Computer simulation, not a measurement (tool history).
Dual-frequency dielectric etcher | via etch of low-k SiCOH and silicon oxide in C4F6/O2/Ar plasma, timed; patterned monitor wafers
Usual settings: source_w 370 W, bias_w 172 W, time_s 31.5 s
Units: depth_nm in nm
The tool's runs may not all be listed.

run   hour  source_w  bias_w  time_s  wafers since the last listed run  hours since the last wet clean  hours since the last source power generator calibration  hours since the last bias power generator calibration  hours since the last upper electrode change  hours since the gauge calibration  read-back reference wafer on the same gauge, depth_nm  depth_nm
  1    0.0       370     172    31.5                                 0                           194.4                                                   2483.2                                                 1684.2                                       2109.7                              402.0                                                   70.1      73.3
  2   18.1       370     172    31.5                               378                           212.5                                                   2501.3                                                 1702.3                                       2127.8                              420.1                                                   70.1      73.1
  3   45.2       370     172    31.5                               566                           239.6                                                   2528.4                                                 1729.4                                       2154.9                              447.2                                                   70.1      73.2
  4   67.5       310     172    31.5                               465                           261.9                                                   2550.7                                                 1751.7                                       2177.2                              469.5                                                   70.1      65.0
  5   85.2       310     172    31.5                               369                           279.6                                                   2568.4                                                 1769.4                                       2194.9                              487.2                                                   70.1      64.7
  6  105.6       310     172    31.5                               426                           300.0                                                   2588.8                                                 1789.8                                       2215.3                              507.6                                                   70.1      64.9
  7  132.9       400     172    28.5                               570                           327.3                                                   2616.1                                                 1817.1                                       2242.6                              534.9                                                   70.1      69.0
  8  146.6       400     172    28.5                               286                           341.0                                                   2629.8                                                 1830.8                                       2256.3                              548.6                                                   70.1      68.8
  9  169.2       320     172    31.5                               472                           363.6                                                   2652.4                                                 1853.4                                       2278.9                              571.2                                                   70.1      65.6
     191.5  -- bias power generator calibrated
 10  202.4       320     172    31.5                               610                           396.8                                                   2685.6                                                   10.9                                       2312.1                              604.4                                                   70.1      65.5
 11  215.3       320     172    31.5                               269                           409.7                                                   2698.5                                                   23.8                                       2325.0                              617.3                                                   70.1      65.8
     223.0  -- gauge calibrated
 12  230.9       330     172    31.5                               325                           425.3                                                   2714.1                                                   39.4                                       2340.6                                7.9                                                   70.1      66.8
 13  259.3       330     172    31.5                               593                           453.7                                                   2742.5                                                   67.8                                       2369.0                               36.3                                                   70.1      66.9
 14  271.6       370     132    40.0                               257                           466.0                                                   2754.8                                                   80.1                                       2381.3                               48.6                                                   70.1      85.1
     310.1  -- wet clean of the chamber
     310.7  -- upper electrode replaced
 15  311.2       460     172    24.5                               313                             1.1                                                   2794.4                                                  119.7                                          0.5                               88.2                                                   70.1      70.3
 16  324.2       430     158    31.5                               271                            14.1                                                   2807.4                                                  132.7                                         13.5                              101.2                                                   70.1      85.0
 17  352.2       370     158    36.5                               585                            42.1                                                   2835.4                                                  160.7                                         41.5                              129.2                                                   70.1      89.7
 18  379.6       460     149    31.5                               572                            69.5                                                   2862.8                                                  188.1                                         68.9                              156.6                                                   70.1      86.5
     401.1  -- source power generator calibrated
 19  408.1       370     209    31.5                               511                            98.0                                                      7.0                                                  216.6                                         97.4                              185.1                                                   70.1      83.1
 20  425.1       370     172    31.5                               355                           115.0                                                     24.0                                                  233.6                                        114.4                              202.1                                                   70.1      79.0
     462.8  -- wet clean of the chamber, repeated, since the last time left the tool worse
 21  463.3       370     204    37.0                               296                             0.5                                                     62.2                                                  271.8                                        152.6                              240.3                                                   70.1      92.0
 22  464.8       430     184    38.0                                31                             2.0                                                     63.7                                                  273.3                                        154.1                              241.8                                                   70.1     100.5
 23  482.4       370     172    31.5                               367                            19.6                                                     81.3                                                  290.9                                        171.7                              259.4                                                   70.1      75.0
 24  556.3       400     172    28.5                              1544                            93.5                                                    155.2                                                  364.8                                        245.6                              333.3                                                   70.1      70.4
 25  589.9       430     140    31.5                               702                           127.1                                                    188.8                                                  398.4                                        279.2                              366.9                                                   70.1      76.9
 26  614.7       370     172    31.5                               518                           151.9                                                    213.6                                                  423.2                                        304.0                              391.7                                                   70.1      74.1

5 ways to go on from here, each from the tool as it stands after run 26. What would each give?
  A  615.1       370     172    31.5                                 8                           152.3                                                    214.0                                                  423.6                                        304.4                              392.1                                                      ?         ?
  B  615.1       280     195    40.5                                 8                           152.3                                                    214.0                                                  423.6                                        304.4                              392.1                                                      ?         ?
  C  615.1       370     157    31.5                                 8                           152.3                                                    214.0                                                  423.6                                        304.4                              392.1                                                      ?         ?
  D  615.1       370     146    27.0                                 8                           152.3                                                    214.0                                                  423.6                                        304.4                              392.1                                                      ?         ?
  E  615.1       330     141    26.5                                 8                           152.3                                                    214.0                                                  423.6                                        304.4                              392.1                                                      ?         ?

run  read-back reference wafer on the same gauge, depth_nm  depth_nm
  A                                                   70.1      74.1
  B                                                   70.1      81.6
  C                                                   70.1      72.2
  D                                                   70.1      60.7
  E                                                   70.1      54.8
Without the tool's hidden state the same runs would have given:
run  depth_nm
  A      74.5
  B      82.1
  C      72.7
  D      61.1
  E      55.2

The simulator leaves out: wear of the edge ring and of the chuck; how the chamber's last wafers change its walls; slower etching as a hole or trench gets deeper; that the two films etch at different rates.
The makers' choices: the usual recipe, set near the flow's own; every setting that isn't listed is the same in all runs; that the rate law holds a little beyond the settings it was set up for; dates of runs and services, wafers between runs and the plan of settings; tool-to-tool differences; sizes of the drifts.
